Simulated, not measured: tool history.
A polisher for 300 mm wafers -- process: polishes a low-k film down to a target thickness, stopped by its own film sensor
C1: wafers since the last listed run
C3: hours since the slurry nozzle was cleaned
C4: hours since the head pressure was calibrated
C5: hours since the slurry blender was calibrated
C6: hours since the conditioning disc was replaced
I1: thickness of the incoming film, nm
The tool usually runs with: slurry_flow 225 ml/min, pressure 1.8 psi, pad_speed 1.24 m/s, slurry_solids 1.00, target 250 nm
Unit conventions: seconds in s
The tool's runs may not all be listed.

Run 1, hour 0.0: usual settings; C1 0; wafers polished on this pad 151; C3 337.7; C4 459.5; C5 204.7; C6 113.4; I1 303.3. Result: seconds 127.0 s.
Run 2, hour 13.9: usual settings; C1 103; wafers polished on this pad 255; C3 351.6; C4 473.4; C5 218.6; C6 127.3; I1 300.4. Result: seconds 118.6 s.
At hour 42.5: conditioning disc replaced and pad reconditioned.
Run 3, hour 45.9: usual settings; C1 224; wafers polished on this pad 479; C3 383.6; C4 505.4; C5 250.6; C6 3.4; I1 295.7. Result: seconds 99.5 s.
At hour 66.4: worn pad replaced by a new one.
Run 4, hour 66.9: usual settings; C1 127; wafers polished on this pad 4; C3 404.6; C4 526.4; C5 271.6; C6 24.4; I1 300.6. Result: seconds 106.2 s.
Run 5, hour 81.1: usual settings; C1 106; wafers polished on this pad 110; C3 418.8; C4 540.6; C5 285.8; C6 38.6; I1 300.1. Result: seconds 108.5 s.
Run 6, hour 93.9: usual settings but target 262 nm; C1 95; wafers polished on this pad 205; C3 431.6; C4 553.4; C5 298.6; C6 51.4; I1 300.0. Result: seconds 82.2 s.
Run 7, hour 124.0: usual settings but slurry_flow 200 ml/min, pad_speed 0.92 m/s; C1 224; wafers polished on this pad 430; C3 461.7; C4 583.5; C5 328.7; C6 81.5; I1 296.4. Result: seconds 127.5 s.
Run 8, hour 136.8: usual settings; C1 95; wafers polished on this pad 526; C3 474.5; C4 596.3; C5 341.5; C6 94.3; I1 302.9. Result: seconds 122.9 s.
At hour 146.4: worn pad replaced by a new one.
Run 9, hour 155.3: usual settings; C1 108; wafers polished on this pad 66; C3 493.0; C4 614.8; C5 360.0; C6 112.8; I1 296.8. Result: seconds 113.2 s.
At hour 171.0: slurry blender recalibrated.
At hour 172.2: slurry nozzle cleaned.
Run 10, hour 187.9: usual settings; C1 221; wafers polished on this pad 287; C3 15.7; C4 647.4; C5 16.9; C6 145.4; I1 295.1. Result: seconds 118.4 s.
At hour 194.2: conditioning disc replaced and pad reconditioned.
Run 11, hour 200.6: usual settings but slurry_solids 1.10, target 234 nm; C1 79; wafers polished on this pad 367; C3 28.4; C4 660.1; C5 29.6; C6 6.4; I1 300.9. Result: seconds 131.1 s.
Run 12, hour 225.8: usual settings; C1 188; wafers polished on this pad 555; C3 53.6; C4 685.3; C5 54.8; C6 31.6; I1 297.0. Result: seconds 96.7 s.
At hour 245.4: worn pad replaced by a new one.
Run 13, hour 246.0: usual settings but slurry_solids 0.90, target 235 nm; C1 121; wafers polished on this pad 4; C3 73.8; C4 705.5; C5 75.0; C6 51.8; I1 300.9. Result: seconds 147.7 s.
Run 14, hour 267.5: usual settings but slurry_solids 0.75; C1 160; wafers polished on this pad 164; C3 95.3; C4 727.0; C5 96.5; C6 73.3; I1 298.0. Result: seconds 121.3 s.
Run 15, hour 301.1: usual settings but slurry_flow 275 ml/min, pressure 1.6 psi; C1 251; wafers polished on this pad 415; C3 128.9; C4 760.6; C5 130.1; C6 106.9; I1 299.3. Result: seconds 119.8 s.
At hour 306.9: head pressure recalibrated.
At hour 341.1: worn pad replaced by a new one.
At hour 349.5: conditioning disc replaced and pad reconditioned.
Run 16, hour 386.4: usual settings but target 243 nm; C1 577; wafers polished on this pad 323; C3 214.2; C4 79.5; C5 215.4; C6 36.9; I1 298.9. Result: seconds 113.4 s.
At hour 419.1: worn pad replaced by a new one.
Run 17, hour 419.6: usual settings but slurry_flow 170 ml/min, pressure 1.6 psi, pad_speed 0.88 m/s, slurry_solids 1.30; C1 218; wafers polished on this pad 3; C3 247.4; C4 112.7; C5 248.6; C6 70.1; I1 304.4. Result: seconds 141.6 s.
Run 18, hour 435.5: usual settings but pad_speed 1.60 m/s, slurry_solids 0.70; C1 118; wafers polished on this pad 122; C3 263.3; C4 128.6; C5 264.5; C6 86.0; I1 306.5. Result: seconds 133.1 s.

For some of the steps in seconds from one run to the next: how much would appear even if the tool had no hidden state, given the settings, what came in and random variation, and how much remains for the hidden state plus any gauge scatter that the measured result and the result without hidden state don't share?
Hidden conditions of the tool in this case: removal rate lost through wear of the pad, %; slurry flow missing at the pad, %; deviation of the head's pressure from its setpoint, %; abrasive missing from the slurry, %; time polished since the conditioner stopped cutting, s.
Run 10 -> 11: slurry_solids 1.00 -> 1.10, target 250 -> 234, conditioning disc replaced and pad reconditioned. seconds +12.7 s: hidden state -23.5, all else +36.2.
Run 12 -> 13: slurry_solids 1.00 -> 0.90, target 250 -> 235, worn pad replaced by a new one. seconds +51.0 s: hidden state +3.8, all else +47.2.
